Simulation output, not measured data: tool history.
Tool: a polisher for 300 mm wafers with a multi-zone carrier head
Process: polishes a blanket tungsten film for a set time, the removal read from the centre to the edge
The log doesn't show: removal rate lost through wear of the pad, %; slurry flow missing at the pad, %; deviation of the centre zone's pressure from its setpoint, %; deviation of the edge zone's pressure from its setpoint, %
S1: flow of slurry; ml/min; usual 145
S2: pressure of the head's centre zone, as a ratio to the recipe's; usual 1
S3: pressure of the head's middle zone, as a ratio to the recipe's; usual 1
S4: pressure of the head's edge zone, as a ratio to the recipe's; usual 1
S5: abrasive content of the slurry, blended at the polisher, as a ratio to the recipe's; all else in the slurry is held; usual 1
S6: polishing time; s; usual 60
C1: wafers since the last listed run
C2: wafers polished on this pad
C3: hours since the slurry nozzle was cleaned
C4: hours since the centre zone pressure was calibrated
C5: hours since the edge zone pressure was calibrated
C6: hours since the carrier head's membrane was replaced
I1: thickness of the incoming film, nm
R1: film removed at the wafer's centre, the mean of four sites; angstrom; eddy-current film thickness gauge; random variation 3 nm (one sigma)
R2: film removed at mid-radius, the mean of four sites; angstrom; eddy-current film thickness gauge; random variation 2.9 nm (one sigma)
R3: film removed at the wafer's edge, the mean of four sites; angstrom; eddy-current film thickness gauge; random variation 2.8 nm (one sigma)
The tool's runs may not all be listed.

Run 1, hour 0: usual settings but S1 130 ml/min; C1 0; C2 1057; C3 485.5; C4 843.4; C5 965.3; C6 640.2; I1 808.4. Result: R1 2311 angstrom, R2 2196 angstrom, R3 2262 angstrom.
Run 2, hour 17.3: usual settings; C1 246; C2 1304; C3 502.8; C4 860.7; C5 982.6; C6 657.5; I1 803.9. Result: R1 2337 angstrom, R2 2260 angstrom, R3 2325 angstrom.
At hour 33.8: worn pad replaced by a new one.
Run 3, hour 38.1: usual settings; C1 239; C2 61; C3 523.6; C4 881.5; C5 1003.4; C6 678.3; I1 813.1. Result: R1 2525 angstrom, R2 2453 angstrom, R3 2458 angstrom.
Run 4, hour 71: usual settings; C1 469; C2 530; C3 556.5; C4 914.4; C5 1036.3; C6 711.2; I1 798.2. Result: R1 2411 angstrom, R2 2297 angstrom, R3 2456 angstrom.
At hour 92: centre zone pressure recalibrated.
Run 5, hour 101.8: usual settings; C1 411; C2 941; C3 587.3; C4 9.8; C5 1067.1; C6 742; I1 798.8. Result: R1 2365 angstrom, R2 2273 angstrom, R3 2361 angstrom.
At hour 108.7: carrier head's membrane replaced by a new one.
Run 6, hour 120.4: usual settings but S6 49 s; C1 194; C2 1136; C3 605.9; C4 28.4; C5 1085.7; C6 11.7; I1 810.4. Result: R1 1874 angstrom, R2 1839 angstrom, R3 1907 angstrom.
At hour 149.3: worn pad replaced by a new one.
Run 7, hour 150.7: usual settings but S1 115 ml/min, S4 1.03; C1 375; C2 20; C3 636.2; C4 58.7; C5 1116; C6 42; I1 813.8. Result: R1 2400 angstrom, R2 2325 angstrom, R3 2473 angstrom.
Run 8, hour 168.7: usual settings but S2 1.04; C1 256; C2 277; C3 654.2; C4 76.7; C5 1134; C6 60; I1 799. Result: R1 2545 angstrom, R2 2375 angstrom, R3 2490 angstrom.
Run 9, hour 181.9: usual settings but S1 110 ml/min, S4 1.09, S5 0.9; C1 188; C2 465; C3 667.4; C4 89.9; C5 1147.2; C6 73.2; I1 795.2. Result: R1 2204 angstrom, R2 2117 angstrom, R3 2378 angstrom.
Run 10, hour 201.1: usual settings but S4 0.96; C1 274; C2 739; C3 686.6; C4 109.1; C5 1166.4; C6 92.4; I1 806.1. Result: R1 2357 angstrom, R2 2246 angstrom, R3 2356 angstrom.
Run 11, hour 213.4: usual settings but S2 1.08, S4 0.95, S5 1.15, S6 71 s; C1 175; C2 915; C3 698.9; C4 121.4; C5 1178.7; C6 104.7; I1 795.3. Result: R1 3133 angstrom, R2 2802 angstrom, R3 2828 angstrom.
Run 12, hour 238.7: usual settings; C1 361; C2 1276; C3 724.2; C4 146.7; C5 1204; C6 130; I1 810.7. Result: R1 2355 angstrom, R2 2226 angstrom, R3 2387 angstrom.
At hour 243.1: slurry nozzle cleaned.
At hour 243.7: edge zone pressure recalibrated.
Run 13, hour 250.8: usual settings but S1 100 ml/min, S2 1.08, S3 0.91, S5 1.2; C1 149; C2 1426; C3 7.7; C4 158.8; C5 7.1; C6 142.1; I1 793.2. Result: R1 2344 angstrom, R2 1974 angstrom, R3 2298 angstrom.
Run 14, hour 266.7: usual settings; C1 226; C2 1653; C3 23.6; C4 174.7; C5 23; C6 158; I1 811.1. Result: R1 2305 angstrom, R2 2267 angstrom, R3 2327 angstrom.
At hour 274.8: worn pad replaced by a new one.
Run 15, hour 281.2: usual settings but S3 0.96, S4 0.92, S5 1.25, S6 77 s; C1 149; C2 91; C3 38.1; C4 189.2; C5 37.5; C6 172.5; I1 805.9. Result: R1 3350 angstrom, R2 3141 angstrom, R3 3298 angstrom.
Run 16, hour 316.2: usual settings but S2 1.11, S4 1.04, S5 1.1, S6 68 s; C1 499; C2 590; C3 73.1; C4 224.2; C5 72.5; C6 207.5; I1 810.6. Result: R1 3004 angstrom, R2 2664 angstrom, R3 2809 angstrom.
Run 17, hour 329: usual settings; C1 182; C2 773; C3 85.9; C4 237; C5 85.3; C6 220.3; I1 807.7. Result: R1 2427 angstrom, R2 2310 angstrom, R3 2329 angstrom.
Run 18, hour 352.2: usual settings but S1 165 ml/min; C1 331; C2 1104; C3 109.1; C4 260.2; C5 108.5; C6 243.5; I1 812.9. Result: R1 2394 angstrom, R2 2346 angstrom, R3 2369 angstrom.
Run 19, hour 367.8: usual settings but S4 1.07; C1 222; C2 1327; C3 124.7; C4 275.8; C5 124.1; C6 259.1; I1 791.9. Result: R1 2330 angstrom, R2 2249 angstrom, R3 2443 angstrom.
At hour 385.9: worn pad replaced by a new one.
Run 20, hour 390.9: usual settings; C1 272; C2 72; C3 147.8; C4 298.9; C5 147.2; C6 282.2; I1 800.8. Result: R1 2484 angstrom, R2 2441 angstrom, R3 2499 angstrom.

Forecast each of these 5 alternatives for the next run:
Run A, hour 391.3: usual settings but S4 0.92; C1 5; C2 77; C3 148.2; C4 299.3; C5 147.6; C6 282.6; I1 784.2. Result: R1 ?, R2 ?, R3 ?.
Run B, hour 391.3: usual settings but S1 110 ml/min; C1 5; C2 77; C3 148.2; C4 299.3; C5 147.6; C6 282.6; I1 784.2. Result: R1 ?, R2 ?, R3 ?.
Run C, hour 391.3: usual settings but S5 1.2, S6 75 s; C1 5; C2 77; C3 148.2; C4 299.3; C5 147.6; C6 282.6; I1 784.2. Result: R1 ?, R2 ?, R3 ?.
Run D, hour 391.3: usual settings but S3 0.9, S5 1.2; C1 5; C2 77; C3 148.2; C4 299.3; C5 147.6; C6 282.6; I1 784.2. Result: R1 ?, R2 ?, R3 ?.
Run E, hour 391.3: usual settings but S1 170 ml/min; C1 5; C2 77; C3 148.2; C4 299.3; C5 147.6; C6 282.6; I1 784.2. Result: R1 ?, R2 ?, R3 ?.

run    R1    R2    R3
  A  2554  2412  2358
  B  2370  2258  2342
  C  3325  3140  3193
  D  2658  2300  2558
  E  2642  2486  2507
Without the tool's hidden state the same runs would have given:
run    R1    R2    R3
  A  2598  2454  2398
  B  2410  2297  2382
  C  3381  3194  3248
  D  2703  2339  2602
  E  2687  2528  2550
